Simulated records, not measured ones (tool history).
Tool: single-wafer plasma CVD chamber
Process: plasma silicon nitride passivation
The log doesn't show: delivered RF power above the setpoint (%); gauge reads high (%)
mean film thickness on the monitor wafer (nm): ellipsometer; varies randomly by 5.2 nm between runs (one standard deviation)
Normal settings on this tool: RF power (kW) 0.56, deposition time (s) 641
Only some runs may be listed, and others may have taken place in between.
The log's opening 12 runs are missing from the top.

run	day	RF power (kW)	deposition time (s)	wafers since the last listed run	hours since the last RF generator calibration	hours since the showerhead was replaced	hours since the gauge calibration	read-back reference wafer on the same gauge, thickness_nm	mean film thickness on the monitor wafer (nm)
# day 44.283: gauge calibrated
13	46.254	0.56	641	445	780.8	4948.6	47.3	1002.919	940.156
14	50.179	0.56	641	394	875	5042.8	141.5	1003.935	924.484
15	52.079	0.56	641	190	920.6	5088.4	187.1	1004.212	937.239
# day 53.775: RF generator calibrated
16	55.517	0.56	641	311	41.8	5170.9	269.6	1002.52	936.033
17	59.8	0.56	606	430	144.6	5273.7	372.4	1002.561	881.99
18	61.317	0.47	603	152	181	5310.1	408.8	1002.769	841.576
19	64.262	0.595	641	295	251.7	5380.8	479.5	1002.955	955.39
20	66.504	0.56	554	225	305.5	5434.6	533.3	1002.968	814.899
21	69.312	0.48	641	282	372.9	5502	600.7	1003.268	901.975
22	71.438	0.56	641	213	423.9	5553	651.7	1004.315	922.44
23	74.754	0.56	641	333	503.5	5632.6	731.3	1003.499	924.612

Estimate the outcome of run 24 from the log above:
24	77.921	0.56	641	318	579.5	5708.6	807.3	?	?

Logged for run 24: read-back reference wafer on the same gauge, thickness_nm 1003.202, mean film thickness on the monitor wafer (nm) 931.016.
If the tool had no hidden condition, the same run with the same run-to-run variation would have returned mean film thickness on the monitor wafer (nm) 931.016.
